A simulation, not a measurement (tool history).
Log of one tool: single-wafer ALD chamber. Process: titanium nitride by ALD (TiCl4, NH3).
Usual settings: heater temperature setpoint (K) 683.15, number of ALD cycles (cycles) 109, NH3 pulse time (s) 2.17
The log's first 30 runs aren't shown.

| run | hour | heater temperature setpoint (K) | number of ALD cycles (cycles) | NH3 pulse time (s) | read-back reference wafer on the same gauge, thickness_nm | mean film thickness on the monitor wafer (angstrom) |
|---|---|---|---|---|---|---|
| 31 | 374.3 | 683.15 | 109 | 2.17 | 2.703 | 22.81 |
| 32 | 384.4 | 683.15 | 101 | 2.44 | 2.697 | 21.17 |
| 33 | 398.1 | 694.15 | 116 | 1.89 | 2.699 | 24.32 |
| 34 | 415.3 | 683.15 | 109 | 2.17 | 2.703 | 22.76 |
| 35 | 430.3 | 690.15 | 116 | 1.49 | 2.698 | 23.99 |
| 36 | 436.9 | 695.15 | 109 | 1.80 | 2.701 | 22.77 |
| 37 | 446.9 | 683.15 | 109 | 2.17 | 2.698 | 22.82 |
| 38 | 454.4 | 683.15 | 109 | 1.82 | 2.699 | 22.66 |
| 39 | 461.1 | 676.15 | 109 | 1.52 | 2.698 | 22.44 |

5 ways to go on from here, each from the tool as it stands after run 39. What would each give?
| A | 461.7 | 677.15 | 109 | 2.17 | ? | ? |
| B | 461.7 | 688.15 | 109 | 2.42 | ? | ? |
| C | 461.7 | 694.15 | 122 | 2.94 | ? | ? |
| D | 461.7 | 674.15 | 109 | 2.46 | ? | ? |
| E | 461.7 | 683.15 | 109 | 1.64 | ? | ? |

| run | read-back reference wafer on the same gauge, thickness_nm | mean film thickness on the monitor wafer (angstrom) |
|---|---|---|
| A | 2.701 | 22.76 |
| B | 2.701 | 22.93 |
| C | 2.701 | 25.84 |
| D | 2.701 | 22.85 |
| E | 2.701 | 22.56 |
Without the tool's hidden state the same runs would have given:
| run | mean film thickness on the monitor wafer (angstrom) |
|---|---|
| A | 22.76 |
| B | 22.93 |
| C | 25.84 |
| D | 22.85 |
| E | 22.56 |
